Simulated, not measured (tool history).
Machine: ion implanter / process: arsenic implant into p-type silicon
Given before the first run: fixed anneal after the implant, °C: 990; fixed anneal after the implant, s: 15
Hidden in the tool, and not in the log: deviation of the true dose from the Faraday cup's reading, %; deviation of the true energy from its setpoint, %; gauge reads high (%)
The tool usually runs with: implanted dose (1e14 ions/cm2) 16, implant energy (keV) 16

| run | hour | implanted dose (1e14 ions/cm2) | implant energy (keV) | wafers since the last listed run | hours since the last dose calibration | hours since the extraction supply was calibrated | hours since the gauge calibration | read-back reference wafer on the same gauge, sheet resistance | sheet resistance of the implanted and annealed layer (ohm/square) |
|---|---|---|---|---|---|---|---|---|---|
| 1 | 0 | 12.24 | 16 | 0 | 208.6 | 6209.9 | 519.1 | 162 | 146.46 |
| 2 | 37.3 | 12.24 | 16 | 655 | 245.9 | 6247.2 | 556.4 | 161.96 | 146.73 |
| 3 | 168.1 | 12.24 | 16 | 2299 | 376.7 | 6378 | 687.2 | 161.91 | 147.46 |
| 4 | 214 | 13.55 | 16 | 806 | 422.6 | 6423.9 | 733.1 | 162 | 142.83 |
| 5 | 249 | 16 | 16 | 615 | 457.6 | 6458.9 | 768.1 | 162.13 | 138.05 |
|  | 289.8 | extraction supply calibrated |
| 6 | 312.4 | 16 | 16 | 973 | 521 | 22.6 | 831.5 | 161.89 | 138.71 |
|  | 349.5 | Faraday cup replaced and dose calibrated |
| 7 | 367.8 | 16 | 18.5 | 833 | 18.3 | 78 | 886.9 | 162.08 | 128.55 |
| 8 | 422.1 | 16 | 18.5 | 954 | 72.6 | 132.3 | 941.2 | 162.05 | 127.87 |
|  | 438.8 | gauge calibrated |
| 9 | 447.9 | 16 | 21.5 | 453 | 98.4 | 158.1 | 9.1 | 161.9 | 120.35 |
| 10 | 502.4 | 14.61 | 18.5 | 958 | 152.9 | 212.6 | 63.6 | 162.05 | 130.71 |
|  | 515.7 | Faraday cup replaced and dose calibrated, repeated, since the last time left the tool worse |
| 11 | 563.8 | 13.92 | 16 | 938 | 48.1 | 274 | 125 | 161.99 | 140.89 |
| 12 | 603.2 | 18.82 | 14.5 | 692 | 87.5 | 313.4 | 164.4 | 162.06 | 137.52 |
| 13 | 653.5 | 14.05 | 11.5 | 884 | 137.8 | 363.7 | 214.7 | 162.13 | 155.64 |
| 14 | 723.9 | 16 | 16 | 1237 | 208.2 | 434.1 | 285.1 | 162.05 | 137.73 |
| 15 | 789.4 | 16 | 12 | 1151 | 273.7 | 499.6 | 350.6 | 161.96 | 150.34 |
| 16 | 828.8 | 16 | 16 | 692 | 313.1 | 539 | 390 | 161.99 | 137.5 |
| 17 | 859 | 16 | 16 | 530 | 343.3 | 569.2 | 420.2 | 161.97 | 137.31 |

Each row is a separate what-if for the run after 17, all from the same tool condition, not one after another. Results?
| A | 859.4 | 16 | 10.5 | 7 | 343.7 | 569.6 | 420.6 | ? | ? |
| B | 859.4 | 14.05 | 13 | 7 | 343.7 | 569.6 | 420.6 | ? | ? |
| C | 859.4 | 16 | 20.5 | 7 | 343.7 | 569.6 | 420.6 | ? | ? |

| run | read-back reference wafer on the same gauge, sheet resistance | sheet resistance of the implanted and annealed layer (ohm/square) |
|---|---|---|
| A | 161.87 | 155.51 |
| B | 161.87 | 150.62 |
| C | 161.87 | 124.42 |
With the hidden condition removed and each run's random variation left untouched, the same runs would have given:
| run | sheet resistance of the implanted and annealed layer (ohm/square) |
|---|---|
| A | 155.26 |
| B | 150.34 |
| C | 124.2 |
